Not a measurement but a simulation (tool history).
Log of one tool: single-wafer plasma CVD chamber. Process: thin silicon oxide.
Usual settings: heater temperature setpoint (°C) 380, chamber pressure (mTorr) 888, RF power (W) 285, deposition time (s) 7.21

run	hour	heater temperature setpoint (°C)	chamber pressure (mTorr)	RF power (W)	deposition time (s)	read-back reference wafer on the same gauge, thickness_nm	mean film thickness on the monitor wafer (nm)
1	0.0	380	888	285	7.21	13.203	13.440
2	154.0	380	888	285	7.21	13.202	13.371
3	202.2	380	888	285	7.21	13.208	13.434
4	252.3	380	888	285	7.21	13.203	13.373
5	311.0	380	888	285	7.21	13.195	13.420
6	358.9	380	888	285	7.21	13.193	13.354
7	439.7	380	888	285	7.21	13.199	13.376
# hour 451.0: thermocouple changed; heater temperature recalibrated
# hour 509.2: RF generator calibrated
8	511.3	380	888	285	7.21	13.209	13.415
9	590.4	380	888	285	7.21	13.198	13.350
10	650.6	380	888	285	6.69	13.202	12.355
# hour 690.7: showerhead replaced
11	708.0	380	1105	320	6.24	13.216	14.550
12	744.5	380	757	285	7.21	13.196	11.231
13	793.5	380	888	305	7.21	13.202	13.686
14	835.0	375	888	285	7.21	13.206	13.345
15	881.5	374	1010	240	8.03	13.193	15.377
16	964.5	393	740	305	6.03	13.204	9.300
17	1038.6	380	945	310	7.21	13.187	14.564
18	1117.6	380	713	265	7.21	13.201	10.026
# hour 1228.7: gauge calibrated
19	1430.9	384	888	285	7.21	13.200	13.161
20	1510.1	380	888	285	7.21	13.194	13.190
21	1571.8	380	888	285	7.21	13.203	13.257
22	1673.2	380	888	285	7.21	13.205	13.189
# hour 1723.8: capacitance manometer re-zeroed and calibrated
23	1772.2	393	888	330	7.87	13.202	15.407
# hour 1829.5: RF generator calibrated
24	1867.5	380	683	240	7.21	13.198	9.100
25	1934.2	388	1058	285	7.21	13.195	15.491
26	2030.0	385	888	285	7.21	13.208	13.325
27	2097.5	369	888	285	7.21	13.211	13.406
28	2366.0	380	888	285	7.21	13.203	13.297
29	2446.8	367	751	285	7.92	13.201	12.283

The tool's hidden state at each run:
wafer temperature above the value expected at the setpoint (K): 0 in every run
delivered RF power above the setpoint (%): 0 in every run
gauge reads high (%): 0 in every run
H1: true pressure above the setpoint (%)
run	H1
1	-0.0188
2	-0.19
3	-0.244
4	-0.299
5	-0.365
6	-0.418
7	-0.508
8	-0.587
9	-0.675
10	-0.742
11	-0.806
12	-0.847
13	-0.901
14	-0.947
15	-0.999
16	-1.09
17	-1.17
18	-1.26
19	-1.61
20	-1.7
21	-1.77
22	-1.88
23	-0.473
24	-0.579
25	-0.653
26	-0.76
27	-0.835
28	-1.13
29	-1.22
